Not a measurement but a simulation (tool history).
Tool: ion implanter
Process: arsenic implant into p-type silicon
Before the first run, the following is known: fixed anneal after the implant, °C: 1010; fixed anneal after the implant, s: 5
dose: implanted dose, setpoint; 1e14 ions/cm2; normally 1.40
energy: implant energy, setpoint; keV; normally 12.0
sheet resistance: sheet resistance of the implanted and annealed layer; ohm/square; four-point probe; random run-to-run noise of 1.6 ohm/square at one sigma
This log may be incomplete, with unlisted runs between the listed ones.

| run | hour | dose | energy | wafers since the last listed run | hours since the last dose calibration | hours since the extraction supply was calibrated | hours since the gauge calibration | read-back reference wafer on the same gauge, sheet resistance | sheet resistance |
|---|---|---|---|---|---|---|---|---|---|
| 1 | 0.0 | 1.13 | 12.0 | 0 | 366.6 | 4702.3 | 213.5 | 654.63 | 645.03 |
| 2 | 24.0 | 1.13 | 12.0 | 314 | 390.6 | 4726.3 | 237.5 | 655.04 | 643.63 |
| 3 | 44.8 | 1.40 | 12.0 | 272 | 411.4 | 4747.1 | 258.3 | 654.77 | 551.25 |
| 4 | 61.5 | 1.40 | 12.0 | 218 | 428.1 | 4763.8 | 275.0 | 655.03 | 553.29 |
| 5 | 95.4 | 1.40 | 12.0 | 443 | 462.0 | 4797.7 | 308.9 | 655.36 | 550.29 |
| 6 | 122.0 | 1.40 | 12.0 | 348 | 488.6 | 4824.3 | 335.5 | 654.58 | 549.94 |
| 7 | 136.5 | 1.40 | 12.0 | 189 | 503.1 | 4838.8 | 350.0 | 654.75 | 547.65 |
| 8 | 160.8 | 1.40 | 12.0 | 318 | 527.4 | 4863.1 | 374.3 | 654.69 | 551.06 |
| 9 | 184.6 | 1.40 | 12.0 | 311 | 551.2 | 4886.9 | 398.1 | 654.87 | 548.76 |
| 10 | 200.6 | 1.56 | 15.0 | 209 | 567.2 | 4902.9 | 414.1 | 655.21 | 490.60 |
| 11 | 217.2 | 1.56 | 15.0 | 217 | 583.8 | 4919.5 | 430.7 | 654.93 | 488.70 |
| 12 | 250.2 | 1.40 | 12.0 | 432 | 616.8 | 4952.5 | 463.7 | 654.86 | 547.47 |
| 13 | 280.6 | 1.40 | 12.0 | 398 | 647.2 | 4982.9 | 494.1 | 655.19 | 548.84 |
| 14 | 296.3 | 1.40 | 12.0 | 205 | 662.9 | 4998.6 | 509.8 | 655.13 | 546.13 |
| 15 | 311.1 | 1.40 | 13.0 | 193 | 677.7 | 5013.4 | 524.6 | 654.95 | 541.37 |
| 16 | 336.2 | 1.52 | 12.0 | 328 | 702.8 | 5038.5 | 549.7 | 654.48 | 514.43 |
| 17 | 360.0 | 1.23 | 12.0 | 311 | 726.6 | 5062.3 | 573.5 | 654.64 | 603.00 |
| 18 | 380.9 | 1.40 | 16.0 | 273 | 747.5 | 5083.2 | 594.4 | 655.26 | 525.49 |
|  | 392.2 | extraction supply calibrated |
| 19 | 411.8 | 1.40 | 12.0 | 299 | 778.4 | 19.6 | 625.3 | 655.10 | 545.08 |
|  | 441.5 | Faraday cup replaced and dose calibrated |
| 20 | 444.8 | 1.72 | 15.0 | 327 | 3.3 | 52.6 | 658.3 | 655.51 | 463.15 |
| 21 | 470.0 | 1.40 | 12.0 | 330 | 28.5 | 77.8 | 683.5 | 654.88 | 553.54 |
| 22 | 493.0 | 1.40 | 9.5 | 301 | 51.5 | 100.8 | 706.5 | 654.74 | 572.86 |
| 23 | 524.9 | 1.60 | 14.5 | 417 | 83.4 | 132.7 | 738.4 | 654.61 | 488.28 |
| 24 | 584.0 | 1.40 | 12.0 | 774 | 142.5 | 191.8 | 797.5 | 655.02 | 553.30 |
|  | 613.1 | gauge calibrated |
| 25 | 663.1 | 1.40 | 12.0 | 1035 | 221.6 | 270.9 | 50.0 | 655.02 | 553.89 |
| 26 | 689.0 | 1.24 | 15.0 | 339 | 247.5 | 296.8 | 75.9 | 655.26 | 583.20 |
| 27 | 711.3 | 1.66 | 12.0 | 292 | 269.8 | 319.1 | 98.2 | 655.50 | 482.62 |
| 28 | 745.2 | 1.40 | 12.0 | 443 | 303.7 | 353.0 | 132.1 | 654.91 | 553.91 |
| 29 | 777.0 | 1.57 | 9.5 | 416 | 335.5 | 384.8 | 163.9 | 655.33 | 518.53 |

5 options for the next run, each taken on its own from the tool as it stands now. Forecast them:
| A | 777.4 | 1.40 | 13.5 | 5 | 335.9 | 385.2 | 164.3 | ? | ? |
| B | 777.4 | 1.40 | 10.0 | 5 | 335.9 | 385.2 | 164.3 | ? | ? |
| C | 777.4 | 1.02 | 8.5 | 5 | 335.9 | 385.2 | 164.3 | ? | ? |
| D | 777.4 | 1.02 | 12.0 | 5 | 335.9 | 385.2 | 164.3 | ? | ? |
| E | 777.4 | 1.27 | 15.0 | 5 | 335.9 | 385.2 | 164.3 | ? | ? |

| run | read-back reference wafer on the same gauge, sheet resistance | sheet resistance |
|---|---|---|
| A | 654.77 | 543.09 |
| B | 654.77 | 565.99 |
| C | 654.77 | 732.31 |
| D | 654.77 | 696.38 |
| E | 654.77 | 574.27 |
Without the tool's hidden state the same runs would have given:
| run | sheet resistance |
|---|---|
| A | 548.79 |
| B | 572.02 |
| C | 740.05 |
| D | 703.59 |
| E | 580.23 |

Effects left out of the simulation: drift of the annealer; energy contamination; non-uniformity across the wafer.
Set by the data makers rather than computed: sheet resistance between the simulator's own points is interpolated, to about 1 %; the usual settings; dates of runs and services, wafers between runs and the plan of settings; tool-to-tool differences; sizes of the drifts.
